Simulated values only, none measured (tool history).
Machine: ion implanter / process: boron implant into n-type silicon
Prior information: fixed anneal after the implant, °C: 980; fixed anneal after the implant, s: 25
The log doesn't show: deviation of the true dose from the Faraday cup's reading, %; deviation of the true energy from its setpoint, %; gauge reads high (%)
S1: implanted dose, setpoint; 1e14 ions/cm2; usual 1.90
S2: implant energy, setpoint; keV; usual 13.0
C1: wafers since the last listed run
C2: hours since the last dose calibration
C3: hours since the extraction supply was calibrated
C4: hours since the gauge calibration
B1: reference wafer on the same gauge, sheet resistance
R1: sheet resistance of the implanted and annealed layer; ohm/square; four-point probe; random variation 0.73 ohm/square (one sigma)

run   hour    S1    S2   C1      C2      C3     C4      B1      R1
  1    0.0  1.70  13.0    0  1607.0  6029.3   41.1  575.30  531.21
  2   10.3  1.90  13.0  184  1617.3  6039.6   51.4  575.25  486.69
  3   28.3  1.90  13.0  322  1635.3  6057.6   69.4  574.96  487.53
  4   39.5  1.90  13.0  200  1646.5  6068.8   80.6  575.12  486.38
  5   47.8  2.04  15.5  148  1654.8  6077.1   88.9  574.73  450.66
  6   64.1  1.90  13.0  292  1671.1  6093.4  105.2  574.66  487.65
  7   75.5  1.90  13.0  204  1682.5  6104.8  116.6  574.85  488.24
      82.1  -- gauge calibrated
  8   84.7  1.57  13.0  164  1691.7  6114.0    2.6  574.87  564.37
  9  100.4  1.57  16.5  281  1707.4  6129.7   18.3  575.34  548.04
 10  115.3  1.35  17.5  267  1722.3  6144.6   33.2  575.18  606.50
 11  129.4  1.90  15.5  252  1736.4  6158.7   47.3  575.16  476.34
     138.6  -- Faraday cup replaced and dose calibrated
     143.0  -- extraction supply calibrated
 12  143.5  1.90   9.0   29     4.9     0.5   61.4  575.30  507.61
 13  149.8  2.41  15.5  112    11.2     6.8   67.7  574.48  396.64
 14  165.5  1.90  13.0  281    26.9    22.5   83.4  574.74  487.88
 15  171.7  2.45   9.5  111    33.1    28.7   89.6  574.97  412.03

Run 16 has not been measured yet. What should we expect?
 16  182.4  1.90  13.0  191  43.8  39.4  100.3   ?   ?

B1: 575.25
R1: 486.12 ohm/square
The same run, on a tool lacking any hidden state, would have yielded R1 486.12 ohm/square.
